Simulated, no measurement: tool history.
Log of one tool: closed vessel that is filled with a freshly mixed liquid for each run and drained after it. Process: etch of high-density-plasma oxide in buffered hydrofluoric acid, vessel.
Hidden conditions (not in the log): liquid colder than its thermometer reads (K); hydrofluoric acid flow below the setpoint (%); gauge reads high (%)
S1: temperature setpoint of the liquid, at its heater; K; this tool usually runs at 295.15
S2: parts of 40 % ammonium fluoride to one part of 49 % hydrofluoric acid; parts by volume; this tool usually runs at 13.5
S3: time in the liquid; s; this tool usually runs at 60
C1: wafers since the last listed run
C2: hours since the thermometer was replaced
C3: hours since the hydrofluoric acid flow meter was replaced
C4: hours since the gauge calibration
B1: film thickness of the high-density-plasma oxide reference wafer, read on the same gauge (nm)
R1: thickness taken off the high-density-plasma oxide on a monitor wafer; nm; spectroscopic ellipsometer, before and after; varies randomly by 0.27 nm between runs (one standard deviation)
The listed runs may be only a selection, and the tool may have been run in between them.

run    hour      S1    S2  S3     C1      C2      C3      C4     B1     R1
  1       0  295.15    17  60      0   470.4  1295.9   989.3  30.06  38.39
  2   138.7  295.15    17  60  18206   609.1  1434.6    1128     30  38.38
  3   251.8  295.15    17  60  14846   722.2  1547.7  1241.1     30  38.25
  4     288  295.15  13.5  60   4751   758.4  1583.9  1277.3  30.04  47.63
  5   393.8  295.15  13.5  60  13888   864.2  1689.7  1383.1  29.98  47.89
  6   431.3  295.15  13.5  60   4922   901.7  1727.2  1420.6  30.04   47.4
  7   478.7  295.15  13.5  60   6222   949.1  1774.6    1468  29.98  47.25
      488.6  -- hydrofluoric acid flow meter replaced
  8     584  295.15  13.5  60  13691  1054.4    95.4  1573.3  30.01  49.45
      588.2  -- gauge calibrated
  9   665.2  295.15  13.5  60  10658  1135.6   176.6      77  29.97  49.53
 10   758.8  295.15  13.5  60  12286  1229.2   270.2   170.6     30  49.65
 11   798.4  295.15  16.5  60   5198  1268.8   309.8   210.2  30.01  40.31
 12   839.3  292.15    15  70   5368  1309.7   350.7   251.1  30.02  44.09
      841.4  -- thermometer replaced
 13   933.4  295.15  13.5  60  12220      92   444.8   345.2  30.02  49.01
 14  1028.2  295.15    19  60  12444   186.8   539.6     440  29.99  35.32
 15  1337.7  295.15   9.5  60  40627   496.3   849.1   749.5  30.01  68.02
 16  1429.3  292.15  13.5  60  12024   587.9   940.7   841.1     30  40.87

Run 17 comes next. What will it give?
 17  1473.9  298.65   8  30  5854  632.5  985.3  885.7   ?   ?

Run 17 came out at B1 29.96, R1 47.47 nm.
On a tool with no hidden condition, and with the same random variation, this run would have come out at R1 50.12 nm.
